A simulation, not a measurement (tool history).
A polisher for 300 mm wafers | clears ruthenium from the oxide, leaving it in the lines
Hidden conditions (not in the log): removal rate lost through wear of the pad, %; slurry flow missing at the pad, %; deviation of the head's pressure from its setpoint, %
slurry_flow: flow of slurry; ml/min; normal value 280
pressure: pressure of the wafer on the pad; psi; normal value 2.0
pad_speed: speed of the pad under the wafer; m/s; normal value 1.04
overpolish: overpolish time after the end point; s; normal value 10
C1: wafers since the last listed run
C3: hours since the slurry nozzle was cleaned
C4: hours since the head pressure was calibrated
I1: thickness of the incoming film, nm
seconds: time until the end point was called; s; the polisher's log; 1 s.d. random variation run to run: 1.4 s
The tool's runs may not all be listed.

{"run": 1, "hour": 0.0, "slurry_flow": 280, "pressure": 1.7, "pad_speed": 1.04, "overpolish": 14, "C1": 0, "wafers polished on this pad": 1246, "C3": 283.8, "C4": 222.6, "I1": 90.3, "seconds": 93.6}
{"run": 2, "hour": 62.5, "slurry_flow": 280, "pressure": 1.7, "pad_speed": 1.04, "overpolish": 14, "C1": 734, "wafers polished on this pad": 1981, "C3": 346.3, "C4": 285.1, "I1": 90.6, "seconds": 94.1}
{"hour": 121.7, "done": "worn pad replaced by a new one"}
{"run": 3, "hour": 122.2, "slurry_flow": 280, "pressure": 1.7, "pad_speed": 1.04, "overpolish": 14, "C1": 654, "wafers polished on this pad": 6, "C3": 406.0, "C4": 344.8, "I1": 88.9, "seconds": 88.6}
{"run": 4, "hour": 175.3, "slurry_flow": 280, "pressure": 2.0, "pad_speed": 1.04, "overpolish": 10, "C1": 624, "wafers polished on this pad": 630, "C3": 459.1, "C4": 397.9, "I1": 92.0, "seconds": 77.5}
{"run": 5, "hour": 232.6, "slurry_flow": 280, "pressure": 2.0, "pad_speed": 1.04, "overpolish": 15, "C1": 673, "wafers polished on this pad": 1303, "C3": 516.4, "C4": 455.2, "I1": 90.9, "seconds": 74.6}
{"hour": 262.8, "done": "head pressure recalibrated"}
{"run": 6, "hour": 272.0, "slurry_flow": 280, "pressure": 2.0, "pad_speed": 1.04, "overpolish": 15, "C1": 439, "wafers polished on this pad": 1743, "C3": 555.8, "C4": 9.2, "I1": 90.1, "seconds": 83.4}
{"run": 7, "hour": 342.0, "slurry_flow": 280, "pressure": 2.0, "pad_speed": 1.04, "overpolish": 15, "C1": 822, "wafers polished on this pad": 2566, "C3": 625.8, "C4": 79.2, "I1": 89.7, "seconds": 80.6}
{"hour": 349.2, "done": "worn pad replaced by a new one, of another model than before"}
{"run": 8, "hour": 374.7, "slurry_flow": 280, "pressure": 2.0, "pad_speed": 1.04, "overpolish": 10, "C1": 337, "wafers polished on this pad": 299, "C3": 658.5, "C4": 111.9, "I1": 90.0, "seconds": 82.3}
{"run": 9, "hour": 436.3, "slurry_flow": 280, "pressure": 2.0, "pad_speed": 1.04, "overpolish": 10, "C1": 724, "wafers polished on this pad": 1024, "C3": 720.1, "C4": 173.5, "I1": 88.2, "seconds": 79.6}
{"hour": 492.9, "done": "slurry nozzle cleaned"}
{"run": 10, "hour": 502.0, "slurry_flow": 280, "pressure": 2.5, "pad_speed": 1.04, "overpolish": 12, "C1": 760, "wafers polished on this pad": 1784, "C3": 9.1, "C4": 239.2, "I1": 91.0, "seconds": 70.9}
{"hour": 583.4, "done": "worn pad replaced by a new one"}
{"run": 11, "hour": 665.8, "slurry_flow": 340, "pressure": 2.5, "pad_speed": 1.16, "overpolish": 16, "C1": 1878, "wafers polished on this pad": 968, "C3": 172.9, "C4": 403.0, "I1": 90.1, "seconds": 62.4}
{"run": 12, "hour": 705.4, "slurry_flow": 280, "pressure": 2.4, "pad_speed": 1.04, "overpolish": 10, "C1": 465, "wafers polished on this pad": 1433, "C3": 212.5, "C4": 442.6, "I1": 90.3, "seconds": 70.7}
{"hour": 736.7, "done": "head pressure recalibrated"}
{"run": 13, "hour": 757.0, "slurry_flow": 280, "pressure": 2.0, "pad_speed": 1.04, "overpolish": 10, "C1": 583, "wafers polished on this pad": 2016, "C3": 264.1, "C4": 20.3, "I1": 91.9, "seconds": 82.8}
{"hour": 787.2, "done": "worn pad replaced by a new one"}
{"run": 14, "hour": 800.3, "slurry_flow": 280, "pressure": 1.4, "pad_speed": 1.18, "overpolish": 10, "C1": 461, "wafers polished on this pad": 153, "C3": 307.4, "C4": 63.6, "I1": 91.7, "seconds": 87.4}
{"run": 15, "hour": 850.9, "slurry_flow": 225, "pressure": 1.5, "pad_speed": 1.3, "overpolish": 15, "C1": 594, "wafers polished on this pad": 748, "C3": 358.0, "C4": 114.2, "I1": 89.8, "seconds": 83.8}
{"run": 16, "hour": 892.0, "slurry_flow": 280, "pressure": 2.5, "pad_speed": 1.04, "overpolish": 15, "C1": 483, "wafers polished on this pad": 1231, "C3": 399.1, "C4": 155.3, "I1": 91.3, "seconds": 73.5}

Run 17 has not been measured yet. What should we expect?
{"hour": 1036.3, "done": "worn pad replaced by a new one"}
{"run": 17, "hour": 1067.3, "slurry_flow": 225, "pressure": 2.4, "pad_speed": 1.38, "overpolish": 10, "C1": 2013, "wafers polished on this pad": 364, "C3": 574.4, "C4": 330.6, "I1": 89.3, "seconds": "?"}

seconds: 58.8 s
With no hidden state in the tool, this same run would have given seconds 59.8 s.
